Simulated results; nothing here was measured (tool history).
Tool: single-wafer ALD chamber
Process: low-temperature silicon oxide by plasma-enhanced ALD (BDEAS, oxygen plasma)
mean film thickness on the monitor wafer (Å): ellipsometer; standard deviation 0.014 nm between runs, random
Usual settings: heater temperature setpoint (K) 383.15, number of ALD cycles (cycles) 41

run	day	heater temperature setpoint (K)	number of ALD cycles (cycles)	wafers since the last listed run	hours since the last thermocouple change	hours since the gauge calibration	read-back reference wafer on the same gauge, thickness_nm	mean film thickness on the monitor wafer (Å)
1	0.000	383.15	41	0	1108.2	166.4	6.514	54.46
2	0.533	383.15	36	57	1121.0	179.2	6.503	47.82
3	1.992	383.15	36	156	1156.0	214.2	6.513	48.16
4	3.154	383.15	36	124	1183.9	242.1	6.520	47.88
5	4.492	375.15	41	143	1216.0	274.2	6.540	55.48
6	5.717	375.15	41	131	1245.4	303.6	6.543	55.81
7	6.321	375.15	41	64	1259.9	318.1	6.545	55.68
8	9.650	389.15	41	356	1339.8	398.0	6.563	54.33
# day 10.492: gauge calibrated
9	10.542	389.15	41	95	1361.2	1.2	6.463	53.30
# day 10.892: thermocouple changed; heater temperature recalibrated
10	11.058	383.15	41	19	4.0	13.6	6.468	54.15
11	11.804	383.15	41	79	21.9	31.5	6.469	54.31
12	12.512	394.15	35	75	38.9	48.5	6.481	45.31
13	13.308	394.15	35	85	58.0	67.6	6.484	45.24
14	14.371	398.15	37	113	83.5	93.1	6.496	47.66
15	15.596	377.15	37	131	112.9	122.5	6.488	49.69
16	16.692	395.15	48	117	139.2	148.8	6.502	62.23
17	17.312	369.15	34	66	154.1	163.7	6.507	47.10
18	18.292	377.15	37	104	177.6	187.2	6.505	49.87

Estimate the outcome of run 19 from the log above:
19	19.033	383.15	35	79	195.4	205.0	?	?

For run 19 the tool returned read-back reference wafer on the same gauge, thickness_nm 6.517, mean film thickness on the monitor wafer (Å) 46.53.
If the tool had no hidden condition, the same run with the same run-to-run variation would have returned mean film thickness on the monitor wafer (Å) 46.13.
